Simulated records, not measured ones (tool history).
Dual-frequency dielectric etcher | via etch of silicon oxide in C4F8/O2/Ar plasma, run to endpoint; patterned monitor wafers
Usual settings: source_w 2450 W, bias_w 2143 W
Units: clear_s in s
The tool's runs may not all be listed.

run	hour	source_w	bias_w	incoming incoming film thickness, nm	clear_s
1	0	2450	2143	1478.7	270.2
2	32.2	2450	2143	1476.3	265.8
3	67.1	2200	2143	1486.8	284.7
4	95.2	2200	2143	1478.2	282.7
5	115.1	2450	2143	1479.9	267.1
6	130.8	2280	2143	1500.8	282.2
# hour 159.8: upper electrode replaced
7	160.3	2280	2143	1489	285.2
8	166.1	2280	2143	1474.6	279.7
9	190.1	2450	2143	1479	268.4
10	259.9	2450	2143	1464.3	270
# hour 295.1: wet clean of the chamber
11	313	2090	1658	1497.8	309.4
12	347.2	2010	2318	1490.8	289.5
13	381.1	2650	2381	1482.7	257.9
14	409.8	2450	2669	1485.1	256.9
15	428.7	3060	2143	1476.8	244.3
16	443.5	2720	2143	1487.9	262
17	468	2450	2143	1476.3	267.7
# hour 499.4: source power generator calibrated
18	499.9	2800	2143	1489.6	254.1
19	533.1	2090	1853	1493.3	304.9
20	562.2	2150	2516	1487.2	275.1
21	581.3	2450	2143	1476.9	268.8
# hour 618.3: bias power generator calibrated
22	618.8	2250	2535	1494.7	269.8
23	646.9	2650	1770	1474.5	272.5
24	669	2140	1966	1481.3	291
25	693.5	2790	2540	1481.1	247.3
26	717.1	2450	2383	1484.7	264.6
# hour 800.5: wet clean of the chamber
27	821.4	2880	1854	1494.8	261.6
28	849.3	2780	2293	1461.5	248
29	875.8	2730	2505	1489.5	253.7
30	903.4	2450	2143	1489.7	273.8
31	930.7	2160	1810	1478.2	294.1
32	961.6	2450	2143	1498.2	273.6
33	983.1	2450	2143	1487.2	272
34	1004.6	2830	2536	1496.4	246.6

The tool's hidden state at each run:
etch rate over this chamber's usual, %: 0 in every run
source power that arrives over what is set, %: 0 in every run
bias power that arrives over what is set, %: 0 in every run
